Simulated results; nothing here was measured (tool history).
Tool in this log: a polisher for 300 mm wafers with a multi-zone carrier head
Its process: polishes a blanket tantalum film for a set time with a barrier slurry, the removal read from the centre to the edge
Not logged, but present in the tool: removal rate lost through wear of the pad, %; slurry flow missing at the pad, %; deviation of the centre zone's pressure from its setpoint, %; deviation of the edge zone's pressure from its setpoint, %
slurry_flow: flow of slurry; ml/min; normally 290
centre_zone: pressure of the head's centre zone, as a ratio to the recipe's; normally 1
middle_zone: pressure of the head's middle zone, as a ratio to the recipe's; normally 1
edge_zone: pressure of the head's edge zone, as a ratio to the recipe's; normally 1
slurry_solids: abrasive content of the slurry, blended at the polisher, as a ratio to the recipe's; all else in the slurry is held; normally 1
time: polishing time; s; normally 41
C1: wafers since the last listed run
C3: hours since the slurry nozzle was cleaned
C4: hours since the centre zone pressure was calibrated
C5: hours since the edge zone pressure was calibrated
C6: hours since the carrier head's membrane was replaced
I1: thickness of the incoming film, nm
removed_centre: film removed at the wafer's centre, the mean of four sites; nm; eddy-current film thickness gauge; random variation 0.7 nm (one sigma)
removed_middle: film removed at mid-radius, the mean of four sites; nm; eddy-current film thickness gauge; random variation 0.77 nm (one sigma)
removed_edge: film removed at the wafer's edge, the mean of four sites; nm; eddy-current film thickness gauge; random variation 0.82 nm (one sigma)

{"run": 1, "day": 0.0, "slurry_flow": 290, "centre_zone": 0.97, "middle_zone": 1, "edge_zone": 1, "slurry_solids": 1, "time": 41, "C1": 0, "wafers polished on this pad": 834, "C3": 660.2, "C4": 1018, "C5": 654.9, "C6": 1361.2, "I1": 210.8, "removed_centre": 78.6, "removed_middle": 79.9, "removed_edge": 81.3}
{"run": 2, "day": 1.412, "slurry_flow": 290, "centre_zone": 1, "middle_zone": 1, "edge_zone": 1, "slurry_solids": 1, "time": 37, "C1": 305, "wafers polished on this pad": 1139, "C3": 694.1, "C4": 1051.9, "C5": 688.8, "C6": 1395.1, "I1": 213.5, "removed_centre": 73.3, "removed_middle": 71.5, "removed_edge": 73.4}
{"day": 1.625, "done": "worn pad replaced by a new one"}
{"run": 3, "day": 2.483, "slurry_flow": 290, "centre_zone": 1, "middle_zone": 1, "edge_zone": 1, "slurry_solids": 1, "time": 37, "C1": 195, "wafers polished on this pad": 185, "C3": 719.8, "C4": 1077.6, "C5": 714.5, "C6": 1420.8, "I1": 212.3, "removed_centre": 73, "removed_middle": 71.5, "removed_edge": 74}
{"run": 4, "day": 3.617, "slurry_flow": 290, "centre_zone": 1, "middle_zone": 1, "edge_zone": 1, "slurry_solids": 1, "time": 37, "C1": 244, "wafers polished on this pad": 430, "C3": 747, "C4": 1104.8, "C5": 741.7, "C6": 1448, "I1": 207.9, "removed_centre": 73, "removed_middle": 70.3, "removed_edge": 74.1}
{"run": 5, "day": 4.612, "slurry_flow": 290, "centre_zone": 1, "middle_zone": 1, "edge_zone": 1, "slurry_solids": 1, "time": 41, "C1": 215, "wafers polished on this pad": 645, "C3": 770.9, "C4": 1128.7, "C5": 765.6, "C6": 1471.9, "I1": 208.6, "removed_centre": 80.9, "removed_middle": 80.1, "removed_edge": 82.1}
{"run": 6, "day": 5.621, "slurry_flow": 290, "centre_zone": 1, "middle_zone": 1, "edge_zone": 1, "slurry_solids": 1, "time": 41, "C1": 217, "wafers polished on this pad": 863, "C3": 795.1, "C4": 1152.9, "C5": 789.8, "C6": 1496.1, "I1": 210.3, "removed_centre": 80.3, "removed_middle": 79.1, "removed_edge": 81.6}
{"day": 6.875, "done": "worn pad replaced by a new one"}
{"run": 7, "day": 6.988, "slurry_flow": 290, "centre_zone": 1, "middle_zone": 1, "edge_zone": 1, "slurry_solids": 1, "time": 41, "C1": 259, "wafers polished on this pad": 24, "C3": 827.9, "C4": 1185.7, "C5": 822.6, "C6": 1528.9, "I1": 210.5, "removed_centre": 80.7, "removed_middle": 79.8, "removed_edge": 81.6}
{"run": 8, "day": 8.133, "slurry_flow": 290, "centre_zone": 1, "middle_zone": 1, "edge_zone": 1, "slurry_solids": 1, "time": 41, "C1": 247, "wafers polished on this pad": 272, "C3": 855.4, "C4": 1213.2, "C5": 850.1, "C6": 1556.4, "I1": 209.1, "removed_centre": 79.9, "removed_middle": 76.6, "removed_edge": 83.3}
{"day": 9.662, "done": "slurry nozzle cleaned"}
{"run": 9, "day": 10.442, "slurry_flow": 290, "centre_zone": 1, "middle_zone": 1, "edge_zone": 1, "slurry_solids": 1, "time": 41, "C1": 489, "wafers polished on this pad": 761, "C3": 18.7, "C4": 1268.6, "C5": 905.5, "C6": 1611.8, "I1": 207, "removed_centre": 81, "removed_middle": 78.9, "removed_edge": 82}
{"day": 10.812, "done": "centre zone pressure recalibrated"}
{"day": 11.008, "done": "worn pad replaced by a new one"}
{"run": 10, "day": 11.529, "slurry_flow": 290, "centre_zone": 1, "middle_zone": 1, "edge_zone": 1, "slurry_solids": 1, "time": 41, "C1": 180, "wafers polished on this pad": 112, "C3": 44.8, "C4": 17.2, "C5": 931.6, "C6": 1637.9, "I1": 207.3, "removed_centre": 81.9, "removed_middle": 78.9, "removed_edge": 83.1}
{"run": 11, "day": 12.129, "slurry_flow": 290, "centre_zone": 1, "middle_zone": 1, "edge_zone": 0.9, "slurry_solids": 1, "time": 34, "C1": 129, "wafers polished on this pad": 242, "C3": 59.2, "C4": 31.6, "C5": 946, "C6": 1652.3, "I1": 207, "removed_centre": 67.1, "removed_middle": 63.9, "removed_edge": 64.9}
{"day": 12.808, "done": "edge zone pressure recalibrated"}
{"run": 12, "day": 13.1, "slurry_flow": 290, "centre_zone": 1, "middle_zone": 1, "edge_zone": 1, "slurry_solids": 1, "time": 41, "C1": 191, "wafers polished on this pad": 433, "C3": 82.5, "C4": 54.9, "C5": 7, "C6": 1675.6, "I1": 206, "removed_centre": 81.4, "removed_middle": 77.7, "removed_edge": 80.5}
{"run": 13, "day": 13.967, "slurry_flow": 290, "centre_zone": 1, "middle_zone": 1, "edge_zone": 1, "slurry_solids": 1, "time": 41, "C1": 187, "wafers polished on this pad": 621, "C3": 103.3, "C4": 75.7, "C5": 27.8, "C6": 1696.4, "I1": 213.7, "removed_centre": 80.8, "removed_middle": 78, "removed_edge": 81.6}
{"run": 14, "day": 15.083, "slurry_flow": 290, "centre_zone": 1, "middle_zone": 1, "edge_zone": 1, "slurry_solids": 1, "time": 41, "C1": 241, "wafers polished on this pad": 862, "C3": 130.1, "C4": 102.5, "C5": 54.6, "C6": 1723.2, "I1": 213, "removed_centre": 80.7, "removed_middle": 80, "removed_edge": 81.6}
{"day": 15.867, "done": "worn pad replaced by a new one"}
{"run": 15, "day": 15.888, "slurry_flow": 290, "centre_zone": 1, "middle_zone": 1, "edge_zone": 1, "slurry_solids": 1, "time": 32, "C1": 137, "wafers polished on this pad": 4, "C3": 149.4, "C4": 121.8, "C5": 73.9, "C6": 1742.5, "I1": 212.9, "removed_centre": 63.1, "removed_middle": 60.9, "removed_edge": 63.6}
{"day": 16.408, "done": "carrier head's membrane replaced by a new one"}
{"run": 16, "day": 16.458, "slurry_flow": 290, "centre_zone": 1, "middle_zone": 1, "edge_zone": 1, "slurry_solids": 1, "time": 54, "C1": 78, "wafers polished on this pad": 83, "C3": 163.1, "C4": 135.5, "C5": 87.6, "C6": 1.2, "I1": 210.6, "removed_centre": 105.5, "removed_middle": 103.3, "removed_edge": 107.6}
{"run": 17, "day": 17.25, "slurry_flow": 340, "centre_zone": 1, "middle_zone": 1, "edge_zone": 1, "slurry_solids": 0.9, "time": 41, "C1": 171, "wafers polished on this pad": 254, "C3": 182.1, "C4": 154.5, "C5": 106.6, "C6": 20.2, "I1": 210.1, "removed_centre": 80.5, "removed_middle": 78.4, "removed_edge": 81.2}
{"run": 18, "day": 17.775, "slurry_flow": 290, "centre_zone": 1, "middle_zone": 1.06, "edge_zone": 1, "slurry_solids": 1, "time": 41, "C1": 113, "wafers polished on this pad": 367, "C3": 194.7, "C4": 167.1, "C5": 119.2, "C6": 32.8, "I1": 210.7, "removed_centre": 81.9, "removed_middle": 80.4, "removed_edge": 81.5}
{"run": 19, "day": 19.067, "slurry_flow": 290, "centre_zone": 1, "middle_zone": 1, "edge_zone": 1, "slurry_solids": 1, "time": 41, "C1": 279, "wafers polished on this pad": 646, "C3": 225.7, "C4": 198.1, "C5": 150.2, "C6": 63.8, "I1": 213.6, "removed_centre": 81.5, "removed_middle": 78.4, "removed_edge": 82.2}
{"run": 20, "day": 20.246, "slurry_flow": 385, "centre_zone": 1, "middle_zone": 1, "edge_zone": 1, "slurry_solids": 1, "time": 41, "C1": 254, "wafers polished on this pad": 901, "C3": 254, "C4": 226.4, "C5": 178.5, "C6": 92.1, "I1": 213.3, "removed_centre": 83.2, "removed_middle": 80.2, "removed_edge": 82.6}
{"day": 20.583, "done": "worn pad replaced by a new one"}
{"run": 21, "day": 20.762, "slurry_flow": 290, "centre_zone": 1, "middle_zone": 0.95, "edge_zone": 1, "slurry_solids": 1, "time": 36, "C1": 75, "wafers polished on this pad": 38, "C3": 266.4, "C4": 238.8, "C5": 190.9, "C6": 104.5, "I1": 208.7, "removed_centre": 71, "removed_middle": 67.3, "removed_edge": 71.4}
{"run": 22, "day": 21.638, "slurry_flow": 290, "centre_zone": 0.94, "middle_zone": 0.94, "edge_zone": 0.94, "slurry_solids": 1.25, "time": 41, "C1": 189, "wafers polished on this pad": 227, "C3": 287.4, "C4": 259.8, "C5": 211.9, "C6": 125.5, "I1": 209.8, "removed_centre": 79.2, "removed_middle": 79.8, "removed_edge": 83.6}

Across each entry between runs, compare the hidden state at the last listed run before it with the hidden state at the first listed run after it:
Logged between run 2 and run 3: worn pad replaced by a new one (day 1.625)
  no hidden state differs between the two runs
Logged between run 6 and run 7: worn pad replaced by a new one (day 6.875)
  no hidden state differs between the two runs
Logged between run 8 and run 9: slurry nozzle cleaned (day 9.662)
  no hidden state differs between the two runs
Logged between run 9 and run 10: centre zone pressure recalibrated (day 10.812); worn pad replaced by a new one (day 11.008)
  no hidden state differs between the two runs
Logged between run 11 and run 12: edge zone pressure recalibrated (day 12.808)
  no hidden state differs between the two runs
Logged between run 14 and run 15: worn pad replaced by a new one (day 15.867)
  no hidden state differs between the two runs
Logged between run 15 and run 16: carrier head's membrane replaced by a new one (day 16.408)
  no hidden state differs between the two runs
Logged between run 20 and run 21: worn pad replaced by a new one (day 20.583)
  no hidden state differs between the two runs
